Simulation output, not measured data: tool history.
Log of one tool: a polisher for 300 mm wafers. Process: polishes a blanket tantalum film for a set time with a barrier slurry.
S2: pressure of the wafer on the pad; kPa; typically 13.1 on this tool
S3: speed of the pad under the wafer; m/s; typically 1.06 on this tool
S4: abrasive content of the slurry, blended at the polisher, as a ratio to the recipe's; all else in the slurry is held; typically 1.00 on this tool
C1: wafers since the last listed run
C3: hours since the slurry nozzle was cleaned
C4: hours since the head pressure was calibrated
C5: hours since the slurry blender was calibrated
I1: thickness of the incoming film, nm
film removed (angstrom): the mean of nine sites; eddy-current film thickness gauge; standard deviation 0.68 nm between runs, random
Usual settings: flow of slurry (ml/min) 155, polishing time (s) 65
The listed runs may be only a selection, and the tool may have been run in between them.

Run 1, hour 0.0: usual settings but S2 16.5 kPa, S3 0.76 m/s; C1 0; wafers polished on this pad 578; C3 740.4; C4 1473.6; C5 65.1; I1 434.4. Result: film removed (angstrom) 852.
Run 2, hour 12.5: usual settings; C1 104; wafers polished on this pad 683; C3 752.9; C4 1486.1; C5 77.6; I1 425.8. Result: film removed (angstrom) 953.
Run 3, hour 29.5: usual settings; C1 141; wafers polished on this pad 824; C3 769.9; C4 1503.1; C5 94.6; I1 428.1. Result: film removed (angstrom) 952.
Run 4, hour 35.7: usual settings; C1 51; wafers polished on this pad 876; C3 776.1; C4 1509.3; C5 100.8; I1 427.4. Result: film removed (angstrom) 944.
Run 5, hour 44.6: usual settings; C1 74; wafers polished on this pad 950; C3 785.0; C4 1518.2; C5 109.7; I1 427.4. Result: film removed (angstrom) 940.
Run 6, hour 52.5: usual settings; C1 65; wafers polished on this pad 1016; C3 792.9; C4 1526.1; C5 117.6; I1 426.4. Result: film removed (angstrom) 947.
At hour 59.4: head pressure recalibrated.
At hour 62.3: worn pad replaced by a new one.
Run 7, hour 62.8: usual settings; C1 44; wafers polished on this pad 3; C3 803.2; C4 3.4; C5 127.9; I1 425.5. Result: film removed (angstrom) 1091.
Run 8, hour 71.2: usual settings; C1 70; wafers polished on this pad 73; C3 811.6; C4 11.8; C5 136.3; I1 427.9. Result: film removed (angstrom) 1083.
Run 9, hour 86.7: usual settings but S2 14.5 kPa, S4 0.85; C1 129; wafers polished on this pad 203; C3 827.1; C4 27.3; C5 151.8; I1 423.6. Result: film removed (angstrom) 1150.
Run 10, hour 97.9: usual settings but S2 14.5 kPa, S4 0.85; C1 93; wafers polished on this pad 296; C3 838.3; C4 38.5; C5 163.0; I1 424.2. Result: film removed (angstrom) 1157.
Run 11, hour 107.6: usual settings but S2 14.5 kPa, S4 0.85; C1 80; wafers polished on this pad 377; C3 848.0; C4 48.2; C5 172.7; I1 425.5. Result: film removed (angstrom) 1161.
Run 12, hour 118.4: usual settings but flow of slurry (ml/min) 175; C1 90; wafers polished on this pad 467; C3 858.8; C4 59.0; C5 183.5; I1 430.5. Result: film removed (angstrom) 1094.
Run 13, hour 125.1: usual settings; C1 55; wafers polished on this pad 523; C3 865.5; C4 65.7; C5 190.2; I1 433.9. Result: film removed (angstrom) 1063.
Run 14, hour 131.1: usual settings but flow of slurry (ml/min) 100, S4 1.10; C1 50; wafers polished on this pad 573; C3 871.5; C4 71.7; C5 196.2; I1 436.0. Result: film removed (angstrom) 1010.
At hour 134.9: slurry blender recalibrated.
Run 15, hour 139.6: usual settings but flow of slurry (ml/min) 110, S2 17.2 kPa, S3 1.22 m/s, S4 0.80; C1 54; wafers polished on this pad 627; C3 880.0; C4 80.2; C5 4.7; I1 432.9. Result: film removed (angstrom) 1445.
Run 16, hour 146.4: usual settings; C1 56; wafers polished on this pad 684; C3 886.8; C4 87.0; C5 11.5; I1 434.5. Result: film removed (angstrom) 1055.
Run 17, hour 158.6: usual settings; C1 101; wafers polished on this pad 785; C3 899.0; C4 99.2; C5 23.7; I1 432.3. Result: film removed (angstrom) 1060.
At hour 160.7: slurry nozzle cleaned.
Run 18, hour 172.7: usual settings but flow of slurry (ml/min) 180, S4 1.30; C1 109; wafers polished on this pad 894; C3 12.0; C4 113.3; C5 37.8; I1 430.9. Result: film removed (angstrom) 1136.
Run 19, hour 188.0: usual settings but flow of slurry (ml/min) 100, S2 9.7 kPa; C1 127; wafers polished on this pad 1022; C3 27.3; C4 128.6; C5 53.1; I1 435.5. Result: film removed (angstrom) 726.
At hour 203.1: worn pad replaced by a new one.
Run 20, hour 205.2: usual settings but S2 9.0 kPa; C1 110; wafers polished on this pad 17; C3 44.5; C4 145.8; C5 70.3; I1 429.5. Result: film removed (angstrom) 720.
Run 21, hour 212.0: usual settings; C1 56; wafers polished on this pad 73; C3 51.3; C4 152.6; C5 77.1; I1 429.7. Result: film removed (angstrom) 1052.
Run 22, hour 222.3: usual settings; C1 85; wafers polished on this pad 159; C3 61.6; C4 162.9; C5 87.4; I1 436.0. Result: film removed (angstrom) 1050.
Run 23, hour 234.9: usual settings but flow of slurry (ml/min) 125, S2 11.7 kPa; C1 105; wafers polished on this pad 264; C3 74.2; C4 175.5; C5 100.0; I1 436.4. Result: film removed (angstrom) 902.
Run 24, hour 250.6: usual settings but S2 17.9 kPa; C1 130; wafers polished on this pad 395; C3 89.9; C4 191.2; C5 115.7; I1 434.6. Result: film removed (angstrom) 1423.
Run 25, hour 262.5: usual settings but S2 15.2 kPa, S4 1.10; C1 99; wafers polished on this pad 494; C3 101.8; C4 203.1; C5 127.6; I1 425.6. Result: film removed (angstrom) 1209.
Run 26, hour 279.9: usual settings but flow of slurry (ml/min) 195, S4 1.10; C1 145; wafers polished on this pad 639; C3 119.2; C4 220.5; C5 145.0; I1 429.5. Result: film removed (angstrom) 1072.
Run 27, hour 286.7: usual settings but flow of slurry (ml/min) 125, S3 1.36 m/s, polishing time (s) 48; C1 56; wafers polished on this pad 696; C3 126.0; C4 227.3; C5 151.8; I1 422.9. Result: film removed (angstrom) 948.
Run 28, hour 296.4: usual settings but flow of slurry (ml/min) 130, S2 17.2 kPa, S3 0.78 m/s, polishing time (s) 47; C1 80; wafers polished on this pad 777; C3 135.7; C4 237.0; C5 161.5; I1 434.3. Result: film removed (angstrom) 691.
Run 29, hour 308.4: usual settings but S2 9.0 kPa, S3 1.24 m/s; C1 100; wafers polished on this pad 877; C3 147.7; C4 249.0; C5 173.5; I1 432.7. Result: film removed (angstrom) 821.
Run 30, hour 318.4: usual settings but polishing time (s) 45; C1 83; wafers polished on this pad 960; C3 157.7; C4 259.0; C5 183.5; I1 437.1. Result: film removed (angstrom) 715.
At hour 327.3: worn pad replaced by a new one.
Run 31, hour 334.9: usual settings but flow of slurry (ml/min) 110, S2 8.3 kPa, S3 1.24 m/s, S4 1.10; C1 104; wafers polished on this pad 63; C3 174.2; C4 275.5; C5 200.0; I1 428.8. Result: film removed (angstrom) 724.

Alternative continuations, all from the tool just after run 31; predict every row:
Run A, hour 335.3: usual settings but S3 1.44 m/s; C1 3; wafers polished on this pad 66; C3 174.6; C4 275.9; C5 200.4; I1 422.4. Result: film removed (angstrom) ?.
Run B, hour 335.3: usual settings but flow of slurry (ml/min) 105; C1 3; wafers polished on this pad 66; C3 174.6; C4 275.9; C5 200.4; I1 422.4. Result: film removed (angstrom) ?.
Run C, hour 335.3: usual settings but S2 17.2 kPa, S3 0.86 m/s, S4 0.80; C1 3; wafers polished on this pad 66; C3 174.6; C4 275.9; C5 200.4; I1 422.4. Result: film removed (angstrom) ?.
Run D, hour 335.3: usual settings but S2 10.3 kPa, S3 0.90 m/s, S4 0.90, polishing time (s) 78; C1 3; wafers polished on this pad 66; C3 174.6; C4 275.9; C5 200.4; I1 422.4. Result: film removed (angstrom) ?.

run  film removed (angstrom)
  A                     1398
  B                      964
  C                     1058
  D                      813
With no hidden state in the tool, these same runs would have given:
run  film removed (angstrom)
  A                     1486
  B                     1025
  C                     1125
  D                      864

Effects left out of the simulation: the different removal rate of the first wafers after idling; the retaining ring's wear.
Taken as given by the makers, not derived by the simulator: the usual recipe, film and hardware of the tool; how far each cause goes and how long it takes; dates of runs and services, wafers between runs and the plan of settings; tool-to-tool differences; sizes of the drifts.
